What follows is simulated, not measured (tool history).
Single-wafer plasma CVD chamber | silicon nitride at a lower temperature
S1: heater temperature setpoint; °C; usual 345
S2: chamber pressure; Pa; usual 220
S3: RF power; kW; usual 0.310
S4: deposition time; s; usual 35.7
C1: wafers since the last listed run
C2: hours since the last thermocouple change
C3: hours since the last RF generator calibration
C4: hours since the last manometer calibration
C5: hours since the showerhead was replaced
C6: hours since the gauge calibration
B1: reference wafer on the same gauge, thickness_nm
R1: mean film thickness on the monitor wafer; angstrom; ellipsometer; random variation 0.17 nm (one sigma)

run,hour,S1,S2,S3,S4,C1,C2,C3,C4,C5,C6,B1,R1
1,0.0,345,220,0.310,34.1,0,827.8,1226.5,2324.9,3884.7,1295.7,35.726,416.88
2,61.7,345,220,0.310,35.7,1350,889.5,1288.2,2386.6,3946.4,1357.4,35.747,434.57
3,122.0,345,220,0.310,35.7,1319,949.8,1348.5,2446.9,4006.7,1417.7,35.747,435.14
4,199.3,345,220,0.310,35.7,1691,1027.1,1425.8,2524.2,4084.0,1495.0,35.689,435.27
# hour 264.6: capacitance manometer re-zeroed and calibrated
# hour 283.7: thermocouple changed; heater temperature recalibrated
5,284.2,345,220,0.310,35.7,1507,0.5,1510.7,19.6,4168.9,1579.9,35.676,433.88
6,388.6,345,220,0.310,35.7,2284,104.9,1615.1,124.0,4273.3,1684.3,35.680,433.33
7,467.3,338,220,0.310,35.7,1722,183.6,1693.8,202.7,4352.0,1763.0,35.684,434.68
8,512.0,338,220,0.310,35.7,978,228.3,1738.5,247.4,4396.7,1807.7,35.745,434.30
9,587.7,345,220,0.310,35.7,1656,304.0,1814.2,323.1,4472.4,1883.4,35.706,435.30
10,683.3,345,220,0.310,35.7,2092,399.6,1909.8,418.7,4568.0,1979.0,35.734,436.33
11,768.3,345,220,0.310,35.7,1860,484.6,1994.8,503.7,4653.0,2064.0,35.722,436.64
12,831.3,357,220,0.310,35.7,1378,547.6,2057.8,566.7,4716.0,2127.0,35.694,435.21
# hour 927.4: RF generator calibrated
13,930.1,345,220,0.310,35.7,1987,646.4,2.7,665.5,4814.8,2225.8,35.701,435.87
14,985.8,345,220,0.310,41.2,1218,702.1,58.4,721.2,4870.5,2281.5,35.723,503.49
15,1022.1,345,165,0.310,33.2,794,738.4,94.7,757.5,4906.8,2317.8,35.659,374.23
16,1086.4,345,220,0.310,41.2,1407,802.7,159.0,821.8,4971.1,2382.1,35.608,502.27
# hour 1105.7: gauge calibrated
17,1189.0,345,220,0.310,42.7,2245,905.3,261.6,924.4,5073.7,83.3,35.758,517.93
18,1242.4,352,195,0.310,35.7,1168,958.7,315.0,977.8,5127.1,136.7,35.794,419.40
19,1347.0,345,243,0.310,31.3,2289,1063.3,419.6,1082.4,5231.7,241.3,35.787,391.75
# hour 1369.9: thermocouple changed; heater temperature recalibrated
20,1413.3,345,204,0.310,35.7,1275,43.4,485.9,1148.7,5298.0,307.6,35.714,426.99
# hour 1452.8: showerhead replaced
21,1491.3,359,184,0.335,29.2,1531,121.4,563.9,1226.7,38.5,385.6,35.763,353.07
22,1534.8,341,220,0.310,38.9,951,164.9,607.4,1270.2,82.0,429.1,35.771,473.24
23,1586.0,336,220,0.340,39.4,1120,216.1,658.6,1321.4,133.2,480.3,35.767,505.86
24,1665.4,345,196,0.310,32.4,1737,295.5,738.0,1400.8,212.6,559.7,35.769,383.39
25,1767.8,338,220,0.310,35.7,2240,397.9,840.4,1503.2,315.0,662.1,35.755,436.52
26,1847.4,336,220,0.280,35.7,1741,477.5,920.0,1582.8,394.6,741.7,35.776,408.89
27,1914.4,332,275,0.350,33.9,1466,544.5,987.0,1649.8,461.6,808.7,35.656,474.65
28,1969.5,345,220,0.310,40.7,1205,599.6,1042.1,1704.9,516.7,863.8,35.699,497.07
29,2077.1,345,220,0.310,35.7,2354,707.2,1149.7,1812.5,624.3,971.4,35.717,437.97

What the log doesn't show, run by run:
wafer temperature above the value expected at the setpoint (K): 0 in every run
delivered RF power above the setpoint (%): 0 in every run
true pressure above the setpoint (%): 0 in every run
gauge reads high (%): 0 in every run
